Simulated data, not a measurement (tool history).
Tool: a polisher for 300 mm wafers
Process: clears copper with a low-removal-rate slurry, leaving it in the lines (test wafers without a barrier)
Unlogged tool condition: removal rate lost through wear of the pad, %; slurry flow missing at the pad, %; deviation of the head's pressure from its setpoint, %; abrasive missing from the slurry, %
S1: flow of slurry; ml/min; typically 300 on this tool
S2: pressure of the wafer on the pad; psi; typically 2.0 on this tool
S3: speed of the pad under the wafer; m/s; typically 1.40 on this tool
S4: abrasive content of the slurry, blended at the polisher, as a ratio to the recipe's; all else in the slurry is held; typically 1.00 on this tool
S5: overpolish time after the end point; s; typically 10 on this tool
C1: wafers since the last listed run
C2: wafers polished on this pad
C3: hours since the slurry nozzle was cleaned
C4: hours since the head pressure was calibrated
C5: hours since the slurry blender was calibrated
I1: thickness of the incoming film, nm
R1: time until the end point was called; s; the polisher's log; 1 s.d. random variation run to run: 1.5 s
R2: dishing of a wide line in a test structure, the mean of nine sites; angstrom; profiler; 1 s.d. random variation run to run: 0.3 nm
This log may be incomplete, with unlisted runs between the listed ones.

run,hour,S1,S2,S3,S4,S5,C1,C2,C3,C4,C5,I1,R1,R2
1,0.0,335,2.0,1.40,1.00,10,0,178,162.7,842.8,49.5,368.2,107.2,233
2,14.9,300,2.0,1.40,1.00,10,144,323,177.6,857.7,64.4,365.4,110.3,235
3,27.5,300,2.0,1.40,1.00,6,122,445,190.2,870.3,77.0,369.8,110.7,146
4,42.8,300,2.0,1.40,1.00,6,148,594,205.5,885.6,92.3,372.1,113.8,147
# hour 80.4: worn pad replaced by a new one
5,84.2,300,2.0,1.40,1.00,6,363,37,246.9,927.0,133.7,373.3,113.8,148
6,95.2,300,2.0,1.40,1.00,10,106,144,257.9,938.0,144.7,364.8,110.0,226
7,112.6,300,2.0,1.40,1.00,10,169,313,275.3,955.4,162.1,366.1,108.6,229
8,129.6,300,2.0,1.40,1.00,10,165,478,292.3,972.4,179.1,362.6,107.6,232
9,141.9,300,2.0,1.40,1.00,10,119,598,304.6,984.7,191.4,364.9,110.4,233
10,153.7,300,2.0,1.40,1.00,10,114,713,316.4,996.5,203.2,363.7,105.4,234
# hour 169.5: worn pad replaced by a new one
11,170.0,300,2.0,1.40,1.00,10,119,4,332.7,1012.8,219.5,363.8,108.3,231
12,176.1,300,2.0,1.40,1.00,10,59,64,338.8,1018.9,225.6,367.0,111.3,231
13,189.5,300,1.5,1.40,1.00,7,130,194,352.2,1032.3,239.0,375.4,144.0,133
14,213.2,300,2.0,1.40,1.00,10,230,424,375.9,1056.0,262.7,374.1,113.4,226
# hour 215.5: slurry nozzle cleaned
15,222.1,300,2.0,1.40,1.00,10,76,501,6.6,1064.9,271.6,366.8,109.8,227
# hour 231.0: head pressure recalibrated
16,231.5,260,2.0,1.84,1.20,13,71,573,16.0,0.5,281.0,376.1,86.3,356
# hour 241.6: slurry blender recalibrated
17,242.1,300,2.0,1.64,1.00,10,83,657,26.6,11.1,0.5,370.8,95.4,255
18,250.4,300,2.0,1.40,1.00,7,80,738,34.9,19.4,8.8,370.8,113.5,171
19,264.4,300,2.0,1.40,1.00,10,136,874,48.9,33.4,22.8,368.5,112.0,230
# hour 275.0: worn pad replaced by a new one
20,284.7,300,2.4,1.40,1.00,6,158,94,69.2,53.7,43.1,375.1,93.2,172
21,292.5,300,2.0,1.84,1.25,10,75,170,77.0,61.5,50.9,367.8,82.7,307
22,304.9,300,2.0,1.06,1.20,15,120,290,89.4,73.9,63.3,368.2,129.0,282
23,315.7,205,2.3,1.40,1.30,5,105,395,100.2,84.7,74.1,369.3,92.9,143
24,321.8,240,2.7,0.98,1.00,13,59,455,106.3,90.8,80.2,374.2,115.9,284
25,348.3,300,2.0,1.70,1.00,10,257,712,132.8,117.3,106.7,374.5,94.8,270
26,361.9,300,2.0,1.40,1.00,10,132,844,146.4,130.9,120.3,377.0,113.3,231
# hour 384.2: worn pad replaced by a new one
27,412.7,300,2.0,1.14,1.00,10,455,277,197.2,181.7,171.1,370.0,129.5,202
28,428.2,245,2.0,1.08,0.75,6,150,428,212.7,197.2,186.6,377.2,152.4,112

What was the tool's hidden state at every run in the log?
removal rate lost through wear of the pad, %: 0, the same for each run
slurry flow missing at the pad, %: 0, the same for each run
deviation of the head's pressure from its setpoint, %: 0, the same for each run
abrasive missing from the slurry, %: 0, the same for each run

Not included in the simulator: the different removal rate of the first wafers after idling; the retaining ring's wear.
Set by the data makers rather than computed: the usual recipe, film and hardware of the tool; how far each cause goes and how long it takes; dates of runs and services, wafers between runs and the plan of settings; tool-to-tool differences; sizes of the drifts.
